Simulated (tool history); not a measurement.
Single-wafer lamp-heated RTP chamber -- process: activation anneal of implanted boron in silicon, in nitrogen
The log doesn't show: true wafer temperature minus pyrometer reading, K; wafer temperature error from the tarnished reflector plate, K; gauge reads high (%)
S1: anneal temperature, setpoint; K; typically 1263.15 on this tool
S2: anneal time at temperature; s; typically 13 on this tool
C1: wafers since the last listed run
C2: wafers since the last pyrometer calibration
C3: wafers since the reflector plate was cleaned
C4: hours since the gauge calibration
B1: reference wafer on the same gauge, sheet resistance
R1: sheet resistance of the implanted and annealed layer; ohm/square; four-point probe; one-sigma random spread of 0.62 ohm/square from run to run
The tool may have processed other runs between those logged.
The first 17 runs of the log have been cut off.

run,hour,S1,S2,C1,C2,C3,C4,B1,R1
18,855.4,1263.15,13,1015,3207,4558,436,169.99,173.9
19,926,1263.15,9,1349,4556,5908,506.6,169.75,176.12
20,989.9,1290.15,17,1221,5778,7130,570.5,170,165.28
21,1035.6,1263.15,6,873,6651,8003,616.2,169.75,176.61
22,1074.3,1285.15,15,739,7391,8743,654.9,170.04,167.27
23,1111.3,1234.15,16,707,8099,9450,691.9,169.68,198.37
24,1159.8,1252.15,10,927,9026,10378,740.4,169.89,181.65
# hour 1209.5: reflector plate cleaned
25,1224.2,1278.15,20,1078,10104,280,804.8,169.78,166.49
# hour 1253.8: pyrometer window cleaned and pyrometer calibrated
26,1289.3,1286.15,17,1091,678,1372,869.9,169.67,166.76
27,1339.3,1263.15,13,955,1634,2328,919.9,169.49,172.34
28,1508.9,1263.15,13,3242,4876,5570,1089.5,169.42,173.53
29,1537.5,1240.15,9,546,5423,6117,1118.1,169.33,195.16
30,1595,1273.15,16,1099,6522,7216,1175.6,169.36,168.65
31,1666.9,1263.15,8,1374,7897,8590,1247.5,169.05,175.29
# hour 1691.3: reflector plate cleaned
32,1733.5,1289.15,6,1120,9017,807,1314.1,169.13,167.42
33,1777.8,1271.15,8,846,9864,1654,1358.4,169.03,170.58
# hour 1825.2: pyrometer window cleaned and pyrometer calibrated
34,1837.2,1263.15,13,982,228,2637,1417.8,168.89,173.12
35,1867.8,1289.15,20,584,813,3222,1448.4,168.94,164.77

Branching from run 35: 5 alternative next runs. What would each branch give?
A,1868.2,1250.15,13,7,821,3229,1448.8,?,?
B,1868.2,1281.15,6,7,821,3229,1448.8,?,?
C,1868.2,1280.15,13,7,821,3229,1448.8,?,?
D,1868.2,1252.15,8,7,821,3229,1448.8,?,?
E,1868.2,1284.15,16,7,821,3229,1448.8,?,?

run,B1,R1
A,168.7,181.13
B,168.7,168.66
C,168.7,166.79
D,168.7,182.63
E,168.7,165.56
Take away the tool's hidden state, keep each run's random variation, and the runs would have read:
run,R1
A,182.32
B,169.77
C,167.88
D,183.83
E,166.65

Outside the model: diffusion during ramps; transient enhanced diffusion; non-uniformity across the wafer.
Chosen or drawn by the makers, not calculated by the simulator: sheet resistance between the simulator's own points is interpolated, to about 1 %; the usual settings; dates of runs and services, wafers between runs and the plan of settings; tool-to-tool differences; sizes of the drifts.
